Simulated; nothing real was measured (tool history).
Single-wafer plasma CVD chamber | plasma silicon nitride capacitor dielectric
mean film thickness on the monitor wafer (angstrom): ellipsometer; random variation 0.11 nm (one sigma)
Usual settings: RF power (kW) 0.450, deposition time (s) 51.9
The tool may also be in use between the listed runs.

run,day,RF power (kW),deposition time (s),wafers since the last listed run,hours since the last RF generator calibration,hours since the showerhead was replaced,hours since the gauge calibration,"read-back reference wafer on the same gauge, thickness_nm",mean film thickness on the monitor wafer (angstrom)
1,0.000,0.450,51.9,0,2748.8,6986.7,222.1,80.015,723.00
2,0.388,0.450,51.9,250,2758.1,6996.0,231.4,80.001,723.50
3,0.796,0.495,51.9,264,2767.9,7005.8,241.2,79.993,742.92
4,1.504,0.390,51.9,458,2784.9,7022.8,258.2,80.007,693.73
5,2.104,0.390,51.9,388,2799.3,7037.2,272.6,80.003,694.38
6,2.417,0.450,44.8,202,2806.8,7044.7,280.1,80.004,623.79
7,2.767,0.450,44.8,226,2815.2,7053.1,288.5,79.975,624.16
8,3.388,0.430,51.9,402,2830.1,7068.0,303.4,80.004,712.71
9,3.975,0.430,51.9,380,2844.2,7082.1,317.5,80.005,713.01
10,4.238,0.450,54.8,169,2850.5,7088.4,323.8,79.984,762.47
# day 5.004: RF generator calibrated
11,6.296,0.450,54.8,1117,31.0,7137.8,373.2,80.005,763.74
12,6.950,0.475,51.9,423,46.7,7153.5,388.9,79.985,735.58
13,7.358,0.450,51.9,264,56.5,7163.3,398.7,80.028,724.41
14,7.904,0.505,44.0,353,69.6,7176.4,411.8,80.011,635.89
# day 8.092: gauge calibrated
15,8.212,0.500,43.9,199,77.0,7183.8,2.9,79.993,631.51
16,8.471,0.415,41.8,167,83.2,7190.0,9.1,80.004,569.85
17,9.100,0.395,42.5,407,98.3,7205.1,24.2,80.016,569.14
# day 9.475: showerhead replaced
18,10.196,0.450,57.2,493,124.6,17.3,50.5,79.996,797.07
19,10.492,0.450,51.9,191,131.7,24.4,57.6,79.989,723.36
20,11.121,0.450,46.9,407,146.8,39.5,72.7,79.976,655.08
21,12.829,0.495,46.1,1106,187.8,80.5,113.7,80.028,660.09
22,13.146,0.450,46.9,205,195.4,88.1,121.3,80.002,654.06
23,14.596,0.430,51.9,938,230.2,122.9,156.1,80.014,713.74
24,15.108,0.360,58.4,331,242.5,135.2,168.4,79.987,763.12

Forecast each of these 4 alternatives for the next run:
A,15.125,0.535,51.9,10,242.9,135.6,168.8,?,?
B,15.125,0.500,46.0,10,242.9,135.6,168.8,?,?
C,15.125,0.405,60.3,10,242.9,135.6,168.8,?,?
D,15.125,0.500,44.4,10,242.9,135.6,168.8,?,?

run,"read-back reference wafer on the same gauge, thickness_nm",mean film thickness on the monitor wafer (angstrom)
A,80.011,760.68
B,80.011,661.08
C,80.011,815.35
D,80.011,638.08
Without the tool's hidden state the same runs would have given:
run,mean film thickness on the monitor wafer (angstrom)
A,760.68
B,661.08
C,815.35
D,638.08
